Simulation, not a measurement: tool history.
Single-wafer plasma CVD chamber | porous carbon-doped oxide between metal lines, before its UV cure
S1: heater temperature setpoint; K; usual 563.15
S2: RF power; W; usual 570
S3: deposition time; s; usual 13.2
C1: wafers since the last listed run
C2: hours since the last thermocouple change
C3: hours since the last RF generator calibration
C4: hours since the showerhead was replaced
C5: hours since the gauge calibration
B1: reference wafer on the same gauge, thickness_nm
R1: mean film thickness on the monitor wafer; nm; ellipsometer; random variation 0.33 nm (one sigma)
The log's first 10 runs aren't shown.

run	hour	S1	S2	S3	C1	C2	C3	C4	C5	B1	R1
11	430.6	563.15	570	13.2	403	1067.4	1747.4	2973.5	559.3	65.928	79.524
12	480.9	563.15	570	13.2	838	1117.7	1797.7	3023.8	609.6	65.978	79.287
# hour 507.6: showerhead replaced
# hour 548.6: thermocouple changed; heater temperature recalibrated
13	549.1	563.15	570	13.2	870	0.5	1865.9	41.5	677.8	65.986	77.842
14	612.3	555.15	570	13.2	1053	63.7	1929.1	104.7	741.0	65.937	82.044
15	683.8	555.15	570	13.2	1192	135.2	2000.6	176.2	812.5	65.859	80.916
# hour 696.7: RF generator calibrated
16	714.1	563.15	570	13.2	371	165.5	17.4	206.5	842.8	65.915	77.582
17	777.2	563.15	675	15.4	1052	228.6	80.5	269.6	905.9	66.115	104.573
# hour 795.3: thermocouple changed; heater temperature recalibrated, repeated, since the last time left the tool worse
18	848.1	563.15	570	13.2	1048	52.8	151.4	340.5	976.8	65.940	80.368
19	879.9	551.15	525	14.6	530	84.6	183.2	372.3	1008.6	66.104	88.036
20	926.1	563.15	570	13.2	770	130.8	229.4	418.5	1054.8	65.928	80.751
21	962.0	563.15	570	13.2	598	166.7	265.3	454.4	1090.7	65.953	80.538
22	1000.1	576.15	570	14.9	635	204.8	303.4	492.5	1128.8	65.997	83.430
23	1030.0	557.15	535	10.9	498	234.7	333.3	522.4	1158.7	65.933	65.268
24	1078.5	563.15	570	13.2	808	283.2	381.8	570.9	1207.2	65.908	79.900
# hour 1112.6: gauge calibrated
25	1122.5	563.15	505	11.9	733	327.2	425.8	614.9	9.9	65.908	64.818
26	1161.5	569.15	520	14.2	650	366.2	464.8	653.9	48.9	66.007	75.789
27	1193.8	563.15	625	15.2	538	398.5	497.1	686.2	81.2	66.068	99.509
28	1364.4	563.15	570	13.2	2844	569.1	667.7	856.8	251.8	65.972	79.564
29	1405.0	563.15	625	11.6	676	609.7	708.3	897.4	292.4	65.897	76.215
30	1462.3	572.15	570	15.2	955	667.0	765.6	954.7	349.7	66.027	87.065
31	1508.2	551.15	570	13.2	765	712.9	811.5	1000.6	395.6	66.002	85.580
32	1564.5	575.15	665	13.2	938	769.2	867.8	1056.9	451.9	66.015	84.773
33	1606.3	555.15	570	13.2	696	811.0	909.6	1098.7	493.7	65.999	83.093

Forecast each of these 5 alternatives for the next run:
A	1606.7	574.15	570	13.2	6	811.4	910.0	1099.1	494.1	?	?
B	1606.7	563.15	620	14.5	6	811.4	910.0	1099.1	494.1	?	?
C	1606.7	577.15	625	10.9	6	811.4	910.0	1099.1	494.1	?	?
D	1606.7	553.15	515	11.8	6	811.4	910.0	1099.1	494.1	?	?
E	1606.7	563.15	675	13.2	6	811.4	910.0	1099.1	494.1	?	?

run	B1	R1
A	65.948	74.200
B	65.948	93.109
C	65.948	65.871
D	65.948	68.319
E	65.948	91.444
Without the tool's hidden state the same runs would have given:
run	R1
A	75.736
B	95.158
C	67.220
D	69.913
E	93.456
